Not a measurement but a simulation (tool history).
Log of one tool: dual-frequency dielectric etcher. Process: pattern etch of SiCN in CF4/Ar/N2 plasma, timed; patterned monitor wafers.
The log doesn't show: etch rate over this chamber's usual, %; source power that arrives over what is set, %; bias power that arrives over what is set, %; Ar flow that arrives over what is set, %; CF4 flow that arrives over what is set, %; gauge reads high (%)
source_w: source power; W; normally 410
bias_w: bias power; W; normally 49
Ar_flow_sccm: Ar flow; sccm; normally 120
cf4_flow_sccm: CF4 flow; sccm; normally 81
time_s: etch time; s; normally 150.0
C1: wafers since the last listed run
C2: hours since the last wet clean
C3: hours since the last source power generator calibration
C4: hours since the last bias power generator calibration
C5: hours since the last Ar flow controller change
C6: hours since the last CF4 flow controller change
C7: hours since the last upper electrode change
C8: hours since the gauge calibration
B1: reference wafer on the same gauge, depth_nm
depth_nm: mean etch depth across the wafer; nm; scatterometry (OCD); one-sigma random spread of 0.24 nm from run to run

{"run": 1, "hour": 0.0, "source_w": 410, "bias_w": 49, "Ar_flow_sccm": 120, "cf4_flow_sccm": 81, "time_s": 150.0, "C1": 0, "C2": 397.8, "C3": 3482.4, "C4": 1677.6, "C5": 5872.7, "C6": 3118.8, "C7": 3555.5, "C8": 375.6, "B1": 115.6, "depth_nm": 108.1}
{"hour": 33.8, "done": "upper electrode replaced"}
{"hour": 40.2, "done": "Ar flow controller replaced"}
{"run": 2, "hour": 40.7, "source_w": 410, "bias_w": 45, "Ar_flow_sccm": 120, "cf4_flow_sccm": 81, "time_s": 150.0, "C1": 69, "C2": 438.5, "C3": 3523.1, "C4": 1718.3, "C5": 0.5, "C6": 3159.5, "C7": 6.9, "C8": 416.3, "B1": 115.6, "depth_nm": 105.1}
{"run": 3, "hour": 58.3, "source_w": 410, "bias_w": 45, "Ar_flow_sccm": 120, "cf4_flow_sccm": 81, "time_s": 150.0, "C1": 114, "C2": 456.1, "C3": 3540.7, "C4": 1735.9, "C5": 18.1, "C6": 3177.1, "C7": 24.5, "C8": 433.9, "B1": 115.6, "depth_nm": 105.5}
{"run": 4, "hour": 86.1, "source_w": 410, "bias_w": 49, "Ar_flow_sccm": 120, "cf4_flow_sccm": 81, "time_s": 150.0, "C1": 180, "C2": 483.9, "C3": 3568.5, "C4": 1763.7, "C5": 45.9, "C6": 3204.9, "C7": 52.3, "C8": 461.7, "B1": 115.6, "depth_nm": 108.2}
{"run": 5, "hour": 113.5, "source_w": 410, "bias_w": 49, "Ar_flow_sccm": 120, "cf4_flow_sccm": 81, "time_s": 150.0, "C1": 177, "C2": 511.3, "C3": 3595.9, "C4": 1791.1, "C5": 73.3, "C6": 3232.3, "C7": 79.7, "C8": 489.1, "B1": 115.6, "depth_nm": 108.6}
{"run": 6, "hour": 135.0, "source_w": 410, "bias_w": 49, "Ar_flow_sccm": 120, "cf4_flow_sccm": 81, "time_s": 150.0, "C1": 139, "C2": 532.8, "C3": 3617.4, "C4": 1812.6, "C5": 94.8, "C6": 3253.8, "C7": 101.2, "C8": 510.6, "B1": 115.7, "depth_nm": 108.5}
{"hour": 159.2, "done": "gauge calibrated"}
{"run": 7, "hour": 162.0, "source_w": 370, "bias_w": 42, "Ar_flow_sccm": 120, "cf4_flow_sccm": 86, "time_s": 175.5, "C1": 175, "C2": 559.8, "C3": 3644.4, "C4": 1839.6, "C5": 121.8, "C6": 3280.8, "C7": 128.2, "C8": 2.8, "B1": 115.6, "depth_nm": 109.4}
{"hour": 201.2, "done": "wet clean of the chamber"}
{"run": 8, "hour": 201.7, "source_w": 410, "bias_w": 49, "Ar_flow_sccm": 101, "cf4_flow_sccm": 81, "time_s": 150.0, "C1": 101, "C2": 0.5, "C3": 3684.1, "C4": 1879.3, "C5": 161.5, "C6": 3320.5, "C7": 167.9, "C8": 42.5, "B1": 115.6, "depth_nm": 108.4}
{"run": 9, "hour": 204.9, "source_w": 410, "bias_w": 61, "Ar_flow_sccm": 120, "cf4_flow_sccm": 81, "time_s": 150.0, "C1": 20, "C2": 3.7, "C3": 3687.3, "C4": 1882.5, "C5": 164.7, "C6": 3323.7, "C7": 171.1, "C8": 45.7, "B1": 115.6, "depth_nm": 113.5}
{"hour": 242.4, "done": "source power generator calibrated"}
{"run": 10, "hour": 242.9, "source_w": 410, "bias_w": 49, "Ar_flow_sccm": 120, "cf4_flow_sccm": 81, "time_s": 150.0, "C1": 220, "C2": 41.7, "C3": 0.5, "C4": 1920.5, "C5": 202.7, "C6": 3361.7, "C7": 209.1, "C8": 83.7, "B1": 115.6, "depth_nm": 99.5}
{"run": 11, "hour": 272.0, "source_w": 410, "bias_w": 49, "Ar_flow_sccm": 120, "cf4_flow_sccm": 81, "time_s": 150.0, "C1": 188, "C2": 70.8, "C3": 29.6, "C4": 1949.6, "C5": 231.8, "C6": 3390.8, "C7": 238.2, "C8": 112.8, "B1": 115.6, "depth_nm": 99.5}
{"hour": 280.4, "done": "CF4 flow controller replaced"}
{"run": 12, "hour": 315.0, "source_w": 410, "bias_w": 49, "Ar_flow_sccm": 140, "cf4_flow_sccm": 81, "time_s": 150.0, "C1": 240, "C2": 113.8, "C3": 72.6, "C4": 1992.6, "C5": 274.8, "C6": 34.6, "C7": 281.2, "C8": 155.8, "B1": 115.6, "depth_nm": 97.9}
{"hour": 326.0, "done": "bias power generator calibrated"}
{"run": 13, "hour": 329.4, "source_w": 410, "bias_w": 53, "Ar_flow_sccm": 120, "cf4_flow_sccm": 86, "time_s": 150.0, "C1": 67, "C2": 128.2, "C3": 87.0, "C4": 3.4, "C5": 289.2, "C6": 49.0, "C7": 295.6, "C8": 170.2, "B1": 115.6, "depth_nm": 103.5}
{"run": 14, "hour": 358.0, "source_w": 410, "bias_w": 49, "Ar_flow_sccm": 120, "cf4_flow_sccm": 81, "time_s": 150.0, "C1": 185, "C2": 156.8, "C3": 115.6, "C4": 32.0, "C5": 317.8, "C6": 77.6, "C7": 324.2, "C8": 198.8, "B1": 115.6, "depth_nm": 100.2}
{"run": 15, "hour": 386.5, "source_w": 410, "bias_w": 49, "Ar_flow_sccm": 120, "cf4_flow_sccm": 81, "time_s": 150.0, "C1": 184, "C2": 185.3, "C3": 144.1, "C4": 60.5, "C5": 346.3, "C6": 106.1, "C7": 352.7, "C8": 227.3, "B1": 115.6, "depth_nm": 100.4}
{"run": 16, "hour": 421.3, "source_w": 410, "bias_w": 49, "Ar_flow_sccm": 120, "cf4_flow_sccm": 81, "time_s": 150.0, "C1": 225, "C2": 220.1, "C3": 178.9, "C4": 95.3, "C5": 381.1, "C6": 140.9, "C7": 387.5, "C8": 262.1, "B1": 115.6, "depth_nm": 100.7}
{"run": 17, "hour": 440.5, "source_w": 410, "bias_w": 41, "Ar_flow_sccm": 91, "cf4_flow_sccm": 81, "time_s": 109.0, "C1": 124, "C2": 239.3, "C3": 198.1, "C4": 114.5, "C5": 400.3, "C6": 160.1, "C7": 406.7, "C8": 281.3, "B1": 115.6, "depth_nm": 72.5}
{"run": 18, "hour": 472.9, "source_w": 450, "bias_w": 49, "Ar_flow_sccm": 120, "cf4_flow_sccm": 81, "time_s": 172.5, "C1": 210, "C2": 271.7, "C3": 230.5, "C4": 146.9, "C5": 432.7, "C6": 192.5, "C7": 439.1, "C8": 313.7, "B1": 115.6, "depth_nm": 129.0}
{"run": 19, "hour": 490.5, "source_w": 460, "bias_w": 39, "Ar_flow_sccm": 120, "cf4_flow_sccm": 66, "time_s": 122.5, "C1": 114, "C2": 289.3, "C3": 248.1, "C4": 164.5, "C5": 450.3, "C6": 210.1, "C7": 456.7, "C8": 331.3, "B1": 115.6, "depth_nm": 85.1}
{"run": 20, "hour": 524.6, "source_w": 440, "bias_w": 49, "Ar_flow_sccm": 120, "cf4_flow_sccm": 74, "time_s": 150.0, "C1": 221, "C2": 323.4, "C3": 282.2, "C4": 198.6, "C5": 484.4, "C6": 244.2, "C7": 490.8, "C8": 365.4, "B1": 115.6, "depth_nm": 109.1}

Here are 5 independent what-if runs from the current tool condition. What would each one return?
{"run": "A", "hour": 525.1, "source_w": 410, "bias_w": 49, "Ar_flow_sccm": 120, "cf4_flow_sccm": 81, "time_s": 150.0, "C1": 3, "C2": 323.9, "C3": 282.7, "C4": 199.1, "C5": 484.9, "C6": 244.7, "C7": 491.3, "C8": 365.9, "B1": "?", "depth_nm": "?"}
{"run": "B", "hour": 525.1, "source_w": 410, "bias_w": 57, "Ar_flow_sccm": 120, "cf4_flow_sccm": 81, "time_s": 170.0, "C1": 3, "C2": 323.9, "C3": 282.7, "C4": 199.1, "C5": 484.9, "C6": 244.7, "C7": 491.3, "C8": 365.9, "B1": "?", "depth_nm": "?"}
{"run": "C", "hour": 525.1, "source_w": 440, "bias_w": 49, "Ar_flow_sccm": 109, "cf4_flow_sccm": 71, "time_s": 128.0, "C1": 3, "C2": 323.9, "C3": 282.7, "C4": 199.1, "C5": 484.9, "C6": 244.7, "C7": 491.3, "C8": 365.9, "B1": "?", "depth_nm": "?"}
{"run": "D", "hour": 525.1, "source_w": 410, "bias_w": 49, "Ar_flow_sccm": 120, "cf4_flow_sccm": 96, "time_s": 128.5, "C1": 3, "C2": 323.9, "C3": 282.7, "C4": 199.1, "C5": 484.9, "C6": 244.7, "C7": 491.3, "C8": 365.9, "B1": "?", "depth_nm": "?"}
{"run": "E", "hour": 525.1, "source_w": 410, "bias_w": 49, "Ar_flow_sccm": 120, "cf4_flow_sccm": 73, "time_s": 150.0, "C1": 3, "C2": 323.9, "C3": 282.7, "C4": 199.1, "C5": 484.9, "C6": 244.7, "C7": 491.3, "C8": 365.9, "B1": "?", "depth_nm": "?"}

run=A B1=115.6 depth_nm=102.1
run=B B1=115.6 depth_nm=121.6
run=C B1=115.6 depth_nm=93.7
run=D B1=115.6 depth_nm=89.3
run=E B1=115.6 depth_nm=100.9
With the hidden condition removed and each run's random variation left untouched, the same runs would have given:
run=A depth_nm=99.6
run=B depth_nm=118.6
run=C depth_nm=91.4
run=D depth_nm=87.1
run=E depth_nm=98.4
